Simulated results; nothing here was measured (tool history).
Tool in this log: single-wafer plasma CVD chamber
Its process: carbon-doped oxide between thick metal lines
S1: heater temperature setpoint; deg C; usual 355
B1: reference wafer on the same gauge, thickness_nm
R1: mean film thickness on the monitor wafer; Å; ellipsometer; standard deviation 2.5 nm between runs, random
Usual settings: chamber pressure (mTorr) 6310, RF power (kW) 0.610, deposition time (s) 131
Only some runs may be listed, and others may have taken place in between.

{"run": 1, "day": 0.0, "S1": 355, "chamber pressure (mTorr)": 6310, "RF power (kW)": 0.61, "deposition time (s)": 125, "B1": 811.163, "R1": 7119.04}
{"run": 2, "day": 3.4, "S1": 355, "chamber pressure (mTorr)": 6310, "RF power (kW)": 0.61, "deposition time (s)": 125, "B1": 811.679, "R1": 7107.99}
{"run": 3, "day": 5.596, "S1": 355, "chamber pressure (mTorr)": 6880, "RF power (kW)": 0.61, "deposition time (s)": 131, "B1": 810.266, "R1": 7575.8}
{"run": 4, "day": 7.571, "S1": 355, "chamber pressure (mTorr)": 6310, "RF power (kW)": 0.61, "deposition time (s)": 112, "B1": 811.565, "R1": 6361.99}
{"run": 5, "day": 10.258, "S1": 355, "chamber pressure (mTorr)": 5160, "RF power (kW)": 0.685, "deposition time (s)": 131, "B1": 811.545, "R1": 7574.45}
{"run": 6, "day": 13.467, "S1": 355, "chamber pressure (mTorr)": 5160, "RF power (kW)": 0.685, "deposition time (s)": 131, "B1": 812.033, "R1": 7591.46}
{"run": 7, "day": 15.579, "S1": 355, "chamber pressure (mTorr)": 6310, "RF power (kW)": 0.61, "deposition time (s)": 131, "B1": 811.134, "R1": 7479.38}
{"run": 8, "day": 20.017, "S1": 355, "chamber pressure (mTorr)": 6310, "RF power (kW)": 0.61, "deposition time (s)": 131, "B1": 809.935, "R1": 7490.98}
{"run": 9, "day": 24.483, "S1": 355, "chamber pressure (mTorr)": 6310, "RF power (kW)": 0.61, "deposition time (s)": 131, "B1": 811.223, "R1": 7515.43}
{"day": 26.167, "done": "showerhead replaced"}
{"run": 10, "day": 26.575, "S1": 355, "chamber pressure (mTorr)": 6310, "RF power (kW)": 0.61, "deposition time (s)": 131, "B1": 810.373, "R1": 7454.68}
{"run": 11, "day": 29.917, "S1": 355, "chamber pressure (mTorr)": 6310, "RF power (kW)": 0.61, "deposition time (s)": 131, "B1": 811.759, "R1": 7449.38}
{"run": 12, "day": 34.296, "S1": 355, "chamber pressure (mTorr)": 6310, "RF power (kW)": 0.61, "deposition time (s)": 131, "B1": 810.08, "R1": 7514.24}
{"run": 13, "day": 41.058, "S1": 355, "chamber pressure (mTorr)": 6310, "RF power (kW)": 0.515, "deposition time (s)": 131, "B1": 809.85, "R1": 6953.5}

Run 14 has not been measured yet. What should we expect?
{"day": 42.958, "done": "thermocouple changed; heater temperature recalibrated"}
{"run": 14, "day": 42.979, "S1": 361, "chamber pressure (mTorr)": 7290, "RF power (kW)": 0.61, "deposition time (s)": 117, "B1": "?", "R1": "?"}

{"run 14": {"B1": 811.465, "R1": 6685.47}}
Without the tool's hidden state the same run would have given R1 6685.47 Å.
